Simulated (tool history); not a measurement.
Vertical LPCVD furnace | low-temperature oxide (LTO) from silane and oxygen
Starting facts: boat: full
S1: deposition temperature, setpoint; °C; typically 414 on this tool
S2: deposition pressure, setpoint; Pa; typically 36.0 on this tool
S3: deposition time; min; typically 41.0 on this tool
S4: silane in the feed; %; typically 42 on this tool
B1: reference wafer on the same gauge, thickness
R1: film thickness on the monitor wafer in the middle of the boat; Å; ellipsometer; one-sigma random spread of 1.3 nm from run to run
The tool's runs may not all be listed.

run	hour	S1	S2	S3	S4	B1	R1
1	0.0	414	36.0	41.0	42	541.89	6099.5
2	14.0	414	36.0	41.0	42	541.86	6064.8
3	34.2	414	36.0	41.0	42	541.90	6078.9
4	44.9	414	36.0	41.0	42	541.88	6072.4
5	52.3	414	36.0	41.0	42	542.10	6080.8
6	79.8	414	36.0	41.0	42	542.10	6101.8
# hour 104.0: pressure gauge zeroed
7	104.5	414	36.0	41.0	42	542.02	6104.2
8	109.3	414	36.0	41.0	42	541.79	6113.2
9	123.4	414	36.0	41.0	42	542.25	6085.6
10	139.3	414	36.0	30.5	42	542.05	4534.9
# hour 178.0: thermocouples replaced and temperature profile calibrated
11	178.5	417	36.0	41.0	42	541.91	6054.5
12	183.3	417	36.0	41.0	42	542.21	6039.6
13	189.6	414	36.0	41.0	42	542.15	5872.1
14	205.9	414	36.0	41.0	42	542.23	5867.0
# hour 208.0: gauge calibrated
15	220.3	414	36.0	41.0	42	541.73	5880.7
16	236.9	408	30.0	34.0	49	542.16	4458.1
# hour 271.2: silane flow controller replaced
17	271.7	414	36.0	54.5	42	542.19	7825.4
18	276.5	414	36.0	41.0	42	542.01	5888.7
19	281.3	414	36.0	41.0	44	542.10	6160.8
20	286.1	405	36.0	41.0	42	542.04	5350.8
21	290.9	418	30.7	57.0	35	542.35	5852.0
22	306.2	414	33.3	32.5	42	541.72	4324.4
23	324.8	414	44.0	30.5	42	542.06	5369.8
24	340.4	414	43.3	35.5	45	542.50	6569.0
25	355.4	426	30.7	47.0	50	541.67	7578.1
26	367.1	406	36.0	41.0	36	541.84	4514.9
27	386.8	414	32.7	41.0	48	542.05	6110.5
28	393.6	407	30.7	41.0	36	541.53	3872.0
29	406.3	414	40.7	41.0	47	542.21	7429.2
# hour 422.9: gauge calibrated
30	425.7	426	36.0	41.0	42	542.12	6634.8
31	433.6	414	36.0	41.0	38	542.06	5261.2

Selected run-to-run steps in R1, each split into two signed amounts: the part the tool would show with no hidden state at all (from settings, incoming material and random variation), and the remainder, which goes to the hidden state together with any gauge scatter not common to the measured and the hidden-state-free results:
What the log doesn't record here: true tube temperature minus thermocouple reading, K; true pressure minus gauge reading, mTorr; deviation of the silane flow from its setpoint, %; gauge reads high (%).
Run 9 -> 10: S3 41.0 -> 30.5. R1 -1550.7 Å: hidden state -60.3, all else -1490.4.
Run 10 -> 11: S1 414 -> 417, S3 30.5 -> 41.0, thermocouples replaced and temperature profile calibrated. R1 +1519.6 Å: hidden state -168.7, all else +1688.3.
Run 16 -> 17: S1 408 -> 414, S2 30.0 -> 36.0, S3 34.0 -> 54.5, S4 49 -> 42, silane flow controller replaced. R1 +3367.3 Å: hidden state +15.5, all else +3351.8.
Run 25 -> 26: S1 426 -> 406, S2 30.7 -> 36.0, S3 47.0 -> 41.0, S4 50 -> 36. R1 -3063.2 Å: hidden state -8.8, all else -3054.4.
Run 28 -> 29: S1 407 -> 414, S2 30.7 -> 40.7, S4 36 -> 47. R1 +3557.2 Å: hidden state +18.9, all else +3538.3.

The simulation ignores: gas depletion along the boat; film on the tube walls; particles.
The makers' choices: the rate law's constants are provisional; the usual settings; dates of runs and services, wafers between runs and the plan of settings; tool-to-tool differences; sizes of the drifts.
